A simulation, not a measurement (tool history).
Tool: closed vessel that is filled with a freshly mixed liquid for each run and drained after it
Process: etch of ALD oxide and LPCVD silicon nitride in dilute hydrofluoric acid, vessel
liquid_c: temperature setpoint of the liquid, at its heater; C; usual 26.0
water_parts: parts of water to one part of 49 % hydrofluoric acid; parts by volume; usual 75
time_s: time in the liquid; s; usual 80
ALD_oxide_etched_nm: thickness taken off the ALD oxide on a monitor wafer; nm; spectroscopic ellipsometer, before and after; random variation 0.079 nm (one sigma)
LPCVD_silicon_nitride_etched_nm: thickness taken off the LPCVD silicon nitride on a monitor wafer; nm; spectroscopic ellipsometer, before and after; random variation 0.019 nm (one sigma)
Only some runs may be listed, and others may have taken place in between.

run,hour,liquid_c,water_parts,time_s,"read-back film thickness of the ALD oxide reference wafer, read on the same gauge (nm)","read-back film thickness of the LPCVD silicon nitride reference wafer, read on the same gauge (nm)",ALD_oxide_etched_nm,LPCVD_silicon_nitride_etched_nm
1,0.0,26.0,75,95,30.02,79.994,21.80,0.683
2,15.5,26.0,75,95,30.00,79.993,21.81,0.614
3,27.7,26.0,75,50,29.99,80.036,11.44,0.371
4,40.3,27.0,75,80,30.01,80.020,19.17,0.562
5,51.0,26.0,75,80,29.99,79.975,18.44,0.528
6,68.3,26.0,75,80,29.97,79.973,18.34,0.540
# hour 72.6: gauge calibrated
7,82.5,26.0,75,80,30.00,79.991,18.57,0.545
8,88.7,26.0,75,80,29.98,80.036,18.38,0.541
9,104.3,29.5,75,40,29.98,80.007,10.64,0.353
10,121.1,27.5,45,80,30.01,80.010,34.52,0.990
11,129.8,26.0,75,105,30.02,80.019,24.45,0.770
12,136.0,26.0,60,60,29.98,79.990,17.68,0.489
13,147.3,27.5,45,80,30.00,79.987,33.82,1.035
14,155.2,24.0,75,80,29.99,80.001,17.17,0.525
15,173.0,22.5,50,95,30.01,80.002,29.56,0.820
# hour 180.4: thermometer replaced
16,189.3,26.0,75,80,30.02,80.009,18.73,0.559
# hour 207.4: hydrofluoric acid flow meter replaced
17,207.9,28.5,45,35,30.01,80.009,13.79,0.409
18,223.3,24.5,90,80,30.04,79.987,12.72,0.375
19,237.2,27.5,35,80,30.00,80.003,39.61,1.153
20,245.4,26.0,75,80,30.04,79.999,16.36,0.477
21,256.0,27.5,75,60,30.03,79.983,12.93,0.405
22,268.0,26.0,75,125,29.99,79.987,25.48,0.769
23,274.3,26.0,75,30,29.99,80.020,6.21,0.188
24,291.8,24.0,75,80,29.98,80.016,15.22,0.417
25,337.8,28.5,100,120,30.02,80.012,19.89,0.627
26,354.2,26.0,75,40,29.98,80.020,8.33,0.262
27,397.8,26.0,75,40,30.00,79.997,8.26,0.249

Measured less the same run without the tool's hidden state. The same run-to-run variation is in both; the gauge's scatter may not be:
Hidden state present: liquid colder than its thermometer reads (K); hydrofluoric acid flow above the setpoint (%); gauge reads high (%).
run,ALD_oxide_etched_nm,LPCVD_silicon_nitride_etched_nm
1,+2.66,+0.076
2,+2.68,+0.069
3,+1.42,+0.042
4,+2.39,+0.064
5,+2.31,+0.060
6,+2.33,+0.062
7,+2.37,+0.063
8,+2.35,+0.063
9,+1.39,+0.042
10,+4.37,+0.116
11,+3.20,+0.091
12,+2.28,+0.058
13,+4.33,+0.123
14,+2.26,+0.063
15,+3.82,+0.098
16,+2.52,+0.068
17,+0.17,+0.005
18,+0.18,+0.005
19,+0.57,+0.015
20,+0.26,+0.006
21,+0.21,+0.006
22,+0.45,+0.012
23,+0.11,+0.003
24,+0.30,+0.007
25,+0.48,+0.014
26,+0.20,+0.006
27,+0.23,+0.007
